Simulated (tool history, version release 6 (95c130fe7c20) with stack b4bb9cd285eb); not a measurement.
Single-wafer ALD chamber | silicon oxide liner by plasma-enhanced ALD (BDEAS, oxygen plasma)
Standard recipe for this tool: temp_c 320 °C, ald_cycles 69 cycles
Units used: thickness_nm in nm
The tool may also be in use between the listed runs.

run    hour  temp_c  ald_cycles  read-back reference wafer on the same gauge, thickness_nm  thickness_nm
  1       0     320          63                                                      7.014         5.372
         46  -- gauge calibrated
  2      75     320          63                                                       6.83         5.275
  3   160.8     320          60                                                      6.862         5.045
  4   231.9     320          60                                                      6.866         5.061
  5   322.4     320          60                                                      6.899         5.049
  6   378.5     320          69                                                      6.908         5.865
  7   483.9     320          59                                                      6.936         5.021
  8   523.7     320          59                                                      6.949         5.026
  9   614.6     327          80                                                       6.97         6.771
      637.6  -- thermocouple changed; heater temperature recalibrated
 10   662.8     320          83                                                      6.997          7.16
 11   730.7     308          64                                                      7.012         5.633
      812.5  -- gauge calibrated
 12   815.6     305          78                                                       6.77         6.627
 13   866.6     327          80                                                      6.773         6.561
 14   912.1     327          60                                                      6.779         4.952
 15     985     320          69                                                        6.8         5.794
 16  1058.7     315          57                                                      6.827         4.833

State the hidden condition of the tool at each of the runs:
wafer temperature above the value expected at the setpoint (K): 0 on each run
H1: gauge reads high (%)
run       H1
  1     3.15
  2    0.581
  3    0.924
  4     1.21
  5     1.57
  6      1.8
  7     2.22
  8     2.38
  9     2.74
 10     2.93
 11      3.2
 12   -0.285
 13  -0.0811
 14    0.101
 15    0.393
 16    0.687

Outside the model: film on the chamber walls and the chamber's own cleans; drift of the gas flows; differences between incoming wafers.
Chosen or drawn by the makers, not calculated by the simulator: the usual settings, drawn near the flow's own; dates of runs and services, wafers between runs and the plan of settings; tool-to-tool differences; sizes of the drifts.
